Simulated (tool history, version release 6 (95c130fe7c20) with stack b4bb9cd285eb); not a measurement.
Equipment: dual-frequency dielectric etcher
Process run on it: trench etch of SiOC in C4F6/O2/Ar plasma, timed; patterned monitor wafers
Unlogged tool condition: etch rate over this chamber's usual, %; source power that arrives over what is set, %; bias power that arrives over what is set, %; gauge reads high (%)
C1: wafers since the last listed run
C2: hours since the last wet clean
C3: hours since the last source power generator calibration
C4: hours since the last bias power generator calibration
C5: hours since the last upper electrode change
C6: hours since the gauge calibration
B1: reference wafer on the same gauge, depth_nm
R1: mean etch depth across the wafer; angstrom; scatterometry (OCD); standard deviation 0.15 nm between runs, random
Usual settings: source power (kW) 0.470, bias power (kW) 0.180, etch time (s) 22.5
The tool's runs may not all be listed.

Run 1, hour 0.0: usual settings; C1 0; C2 192.2; C3 2870.5; C4 3137.2; C5 3564.1; C6 2611.8; B1 50.57. Result: R1 489.7 angstrom.
Run 2, hour 104.7: usual settings; C1 1480; C2 296.9; C3 2975.2; C4 3241.9; C5 3668.8; C6 2716.5; B1 50.63. Result: R1 489.9 angstrom.
At hour 186.1: upper electrode replaced.
Run 3, hour 186.6: usual settings but bias power (kW) 0.212; C1 818; C2 378.8; C3 3057.1; C4 3323.8; C5 0.5; C6 2798.4; B1 50.63. Result: R1 508.9 angstrom.
At hour 237.9: source power generator calibrated.
Run 4, hour 268.8: usual settings but bias power (kW) 0.212; C1 1105; C2 461.0; C3 30.9; C4 3406.0; C5 82.7; C6 2880.6; B1 50.57. Result: R1 513.9 angstrom.
Run 5, hour 306.5: usual settings but bias power (kW) 0.212; C1 533; C2 498.7; C3 68.6; C4 3443.7; C5 120.4; C6 2918.3; B1 50.58. Result: R1 516.9 angstrom.
Run 6, hour 374.5: usual settings; C1 961; C2 566.7; C3 136.6; C4 3511.7; C5 188.4; C6 2986.3; B1 50.55. Result: R1 497.0 angstrom.
Run 7, hour 475.5: usual settings; C1 1428; C2 667.7; C3 237.6; C4 3612.7; C5 289.4; C6 3087.3; B1 50.59. Result: R1 496.2 angstrom.
At hour 512.7: bias power generator calibrated.
At hour 532.2: wet clean of the chamber.
Run 8, hour 569.3: usual settings but source power (kW) 0.410; C1 993; C2 37.1; C3 331.4; C4 56.6; C5 383.2; C6 3181.1; B1 50.61. Result: R1 479.0 angstrom.
Run 9, hour 614.5: usual settings but source power (kW) 0.410; C1 639; C2 82.3; C3 376.6; C4 101.8; C5 428.4; C6 3226.3; B1 50.60. Result: R1 480.2 angstrom.
At hour 655.9: gauge calibrated.
Run 10, hour 666.2: usual settings but etch time (s) 29.0; C1 731; C2 134.0; C3 428.3; C4 153.5; C5 480.1; C6 10.3; B1 50.64. Result: R1 640.1 angstrom.
Run 11, hour 764.1: usual settings but source power (kW) 0.360, bias power (kW) 0.138, etch time (s) 17.0; C1 1384; C2 231.9; C3 526.2; C4 251.4; C5 578.0; C6 108.2; B1 50.62. Result: R1 335.4 angstrom.
Run 12, hour 853.2: usual settings but etch time (s) 19.5; C1 1259; C2 321.0; C3 615.3; C4 340.5; C5 667.1; C6 197.3; B1 50.65. Result: R1 430.4 angstrom.
Run 13, hour 940.1: usual settings but source power (kW) 0.540, bias power (kW) 0.144, etch time (s) 25.5; C1 1228; C2 407.9; C3 702.2; C4 427.4; C5 754.0; C6 284.2; B1 50.60. Result: R1 559.8 angstrom.
Run 14, hour 1023.1: usual settings; C1 1173; C2 490.9; C3 785.2; C4 510.4; C5 837.0; C6 367.2; B1 50.58. Result: R1 494.8 angstrom.
Run 15, hour 1059.3: usual settings but source power (kW) 0.550, bias power (kW) 0.140; C1 511; C2 527.1; C3 821.4; C4 546.6; C5 873.2; C6 403.4; B1 50.61. Result: R1 490.0 angstrom.
At hour 1172.7: wet clean of the chamber.
Run 16, hour 1173.2: usual settings but etch time (s) 27.0; C1 1271; C2 0.5; C3 935.3; C4 660.5; C5 987.1; C6 517.3; B1 50.57. Result: R1 592.3 angstrom.
Run 17, hour 1223.1: usual settings but source power (kW) 0.550, bias power (kW) 0.192; C1 705; C2 50.4; C3 985.2; C4 710.4; C5 1037.0; C6 567.2; B1 50.59. Result: R1 520.0 angstrom.
Run 18, hour 1275.4: usual settings but etch time (s) 26.0; C1 739; C2 102.7; C3 1037.5; C4 762.7; C5 1089.3; C6 619.5; B1 50.64. Result: R1 570.7 angstrom.
Run 19, hour 1324.2: usual settings but etch time (s) 26.0; C1 690; C2 151.5; C3 1086.3; C4 811.5; C5 1138.1; C6 668.3; B1 50.58. Result: R1 569.2 angstrom.
Run 20, hour 1419.0: usual settings but source power (kW) 0.360, bias power (kW) 0.225, etch time (s) 19.5; C1 1340; C2 246.3; C3 1181.1; C4 906.3; C5 1232.9; C6 763.1; B1 50.65. Result: R1 420.7 angstrom.
Run 21, hour 1514.9: usual settings but source power (kW) 0.530; C1 1356; C2 342.2; C3 1277.0; C4 1002.2; C5 1328.8; C6 859.0; B1 50.58. Result: R1 510.7 angstrom.
Run 22, hour 1602.3: usual settings but source power (kW) 0.400, bias power (kW) 0.222, etch time (s) 27.0; C1 1235; C2 429.6; C3 1364.4; C4 1089.6; C5 1416.2; C6 946.4; B1 50.66. Result: R1 594.2 angstrom.
Run 23, hour 1708.4: usual settings but source power (kW) 0.390, bias power (kW) 0.149, etch time (s) 26.0; C1 1500; C2 535.7; C3 1470.5; C4 1195.7; C5 1522.3; C6 1052.5; B1 50.56. Result: R1 526.5 angstrom.
Run 24, hour 1814.5: usual settings; C1 1500; C2 641.8; C3 1576.6; C4 1301.8; C5 1628.4; C6 1158.6; B1 50.58. Result: R1 491.6 angstrom.
At hour 1869.2: wet clean of the chamber.
Run 25, hour 1869.7: usual settings but etch time (s) 28.5; C1 441; C2 0.5; C3 1631.8; C4 1357.0; C5 1683.6; C6 1213.8; B1 50.61. Result: R1 624.5 angstrom.
Run 26, hour 1925.7: usual settings but etch time (s) 25.0; C1 791; C2 56.5; C3 1687.8; C4 1413.0; C5 1739.6; C6 1269.8; B1 50.54. Result: R1 549.1 angstrom.
Run 27, hour 2001.9: usual settings but etch time (s) 29.0; C1 1077; C2 132.7; C3 1764.0; C4 1489.2; C5 1815.8; C6 1346.0; B1 50.67. Result: R1 635.8 angstrom.
Run 28, hour 2285.2: usual settings but source power (kW) 0.420, bias power (kW) 0.151, etch time (s) 18.0; C1 4005; C2 416.0; C3 2047.3; C4 1772.5; C5 2099.1; C6 1629.3; B1 50.58. Result: R1 371.1 angstrom.
Run 29, hour 2388.3: usual settings but source power (kW) 0.510; C1 1457; C2 519.1; C3 2150.4; C4 1875.6; C5 2202.2; C6 1732.4; B1 50.58. Result: R1 502.3 angstrom.

Forecast each of these 5 alternatives for the next run:
Run A, hour 2388.7: usual settings but bias power (kW) 0.148; C1 5; C2 519.5; C3 2150.8; C4 1876.0; C5 2202.6; C6 1732.8; B1 ?. Result: R1 ?.
Run B, hour 2388.7: usual settings but source power (kW) 0.540; C1 5; C2 519.5; C3 2150.8; C4 1876.0; C5 2202.6; C6 1732.8; B1 ?. Result: R1 ?.
Run C, hour 2388.7: usual settings but source power (kW) 0.510, bias power (kW) 0.221; C1 5; C2 519.5; C3 2150.8; C4 1876.0; C5 2202.6; C6 1732.8; B1 ?. Result: R1 ?.
Run D, hour 2388.7: usual settings but etch time (s) 20.0; C1 5; C2 519.5; C3 2150.8; C4 1876.0; C5 2202.6; C6 1732.8; B1 ?. Result: R1 ?.
Run E, hour 2388.7: usual settings but bias power (kW) 0.153; C1 5; C2 519.5; C3 2150.8; C4 1876.0; C5 2202.6; C6 1732.8; B1 ?. Result: R1 ?.

run     B1     R1
  A  50.58  472.7
  B  50.58  508.9
  C  50.58  523.3
  D  50.58  436.2
  E  50.58  475.6
Without the tool's hidden state the same runs would have given:
run     R1
  A  477.7
  B  514.3
  C  528.8
  D  440.8
  E  480.6

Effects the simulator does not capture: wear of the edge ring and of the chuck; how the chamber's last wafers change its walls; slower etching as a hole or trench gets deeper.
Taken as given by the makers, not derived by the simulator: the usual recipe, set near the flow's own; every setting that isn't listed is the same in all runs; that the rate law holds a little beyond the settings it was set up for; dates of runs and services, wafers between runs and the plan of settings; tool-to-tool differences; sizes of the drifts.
